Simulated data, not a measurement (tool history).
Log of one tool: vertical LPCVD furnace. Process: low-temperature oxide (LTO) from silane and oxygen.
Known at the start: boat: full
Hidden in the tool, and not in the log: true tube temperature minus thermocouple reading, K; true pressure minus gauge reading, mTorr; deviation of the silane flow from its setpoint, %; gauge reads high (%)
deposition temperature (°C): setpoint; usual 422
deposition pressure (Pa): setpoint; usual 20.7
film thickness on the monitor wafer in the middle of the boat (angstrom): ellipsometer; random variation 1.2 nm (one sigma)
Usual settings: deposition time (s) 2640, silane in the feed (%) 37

run   hour  deposition temperature (°C)  deposition pressure (Pa)  deposition time (s)  silane in the feed (%)  wafers since the last listed run  hours since the last temperature calibration  hours since the pressure gauge was zeroed  hours since the silane flow controller was replaced  hours since the gauge calibration  read-back reference wafer on the same gauge, thickness  film thickness on the monitor wafer in the middle of the boat (angstrom)
  1      0                          422                      20.7                 2640                      37                                 0                                        3568.8                                     4356.5                                               1818.4                              510.9                                                  297.75                                                                    3292.5
  2   47.5                          422                      20.7                 2640                      37                               800                                        3616.3                                       4404                                               1865.9                              558.4                                                  298.27                                                                      3253
      61.7  -- gauge calibrated
  3  108.3                          422                      20.7                 2640                      37                              1024                                        3677.1                                     4464.8                                               1926.7                               46.6                                                  297.77                                                                    3259.5
  4  136.3                          422                      24.7                 2640                      37                               471                                        3705.1                                     4492.8                                               1954.7                               74.6                                                  297.94                                                                    3874.8
  5  169.9                          413                      20.7                 2640                      35                               566                                        3738.7                                     4526.4                                               1988.3                              108.2                                                  298.16                                                                    2749.3
  6  212.9                          413                      20.7                 2640                      35                               724                                        3781.7                                     4569.4                                               2031.3                              151.2                                                   297.9                                                                    2735.6
  7  252.1                          413                      20.7                 2640                      35                               660                                        3820.9                                     4608.6                                               2070.5                              190.4                                                  297.97                                                                    2733.4
  8  321.5                          417                      20.7                 2640                      37                              1169                                        3890.3                                       4678                                               2139.9                              259.8                                                  297.82                                                                    3075.4
  9  371.7                          422                      20.7                 2640                      32                               846                                        3940.5                                     4728.2                                               2190.1                                310                                                  298.21                                                                    2645.7
 10  436.4                          422                      20.7                 2640                      32                              1090                                        4005.2                                     4792.9                                               2254.8                              374.7                                                  297.84                                                                    2631.3
 11  476.1                          422                      20.7                 2640                      37                               669                                        4044.9                                     4832.6                                               2294.5                              414.4                                                  298.02                                                                    3190.4
     526.7  -- gauge calibrated
     535.4  -- thermocouples replaced and temperature profile calibrated
 12  542.3                          422                      22.7                 2640                      35                               711                                           6.9                                     4898.8                                               2360.7                               15.6                                                  298.23                                                                    3248.1
     574.9  -- silane flow controller replaced
       594  -- pressure gauge zeroed
 13  594.5                          422                      24.7                 2640                      37                               153                                          59.1                                        0.5                                                 19.6                               67.8                                                  298.07                                                                    3982.1
 14    663                          428                      20.7                 2370                      37                              1154                                         127.6                                         69                                                 88.1                              136.3                                                  297.67                                                                    3211.9
 15  689.1                          422                        16                 2640                      41                               439                                         153.7                                       95.1                                                114.2                              162.4                                                   297.7                                                                    2944.5
 16  736.1                          426                      20.7                 2640                      32                               792                                         200.7                                      142.1                                                161.2                              209.4                                                  298.36                                                                    2904.7
 17  761.4                          422                      20.7                 2640                      37                               426                                           226                                      167.4                                                186.5                              234.7                                                  297.95                                                                    3362.1
 18  818.4                          422                      20.7                 2640                      34                               960                                           283                                      224.4                                                243.5                              291.7                                                  297.87                                                                    3039.7
 19  862.3                          426                      20.7                 3180                      33                               739                                         326.9                                      268.3                                                287.4                              335.6                                                  298.33                                                                    3624.7
 20  914.6                          418                      17.3                 2640                      32                               881                                         379.2                                      320.6                                                339.7                              387.9                                                  297.79                                                                    2221.4

3 ways to go on from here, each from the tool as it stands after run 20. What would each give?
  A  918.7                          422                      20.7                 2640                      37                                69                                         383.3                                      324.7                                                343.8                                392                                                       ?                                                                         ?
  B  918.7                          414                        18                 2640                      37                                69                                         383.3                                      324.7                                                343.8                                392                                                       ?                                                                         ?
  C  918.7                          422                      19.3                 2640                      30                                69                                         383.3                                      324.7                                                343.8                                392                                                       ?                                                                         ?

run  read-back reference wafer on the same gauge, thickness  film thickness on the monitor wafer in the middle of the boat (angstrom)
  A                                                  298.14                                                                    3355.7
  B                                                  298.14                                                                    2686.2
  C                                                  298.14                                                                    2377.2
Without the tool's hidden state the same runs would have given:
run  film thickness on the monitor wafer in the middle of the boat (angstrom)
  A                                                                      3385
  B                                                                    2710.1
  C                                                                    2403.9
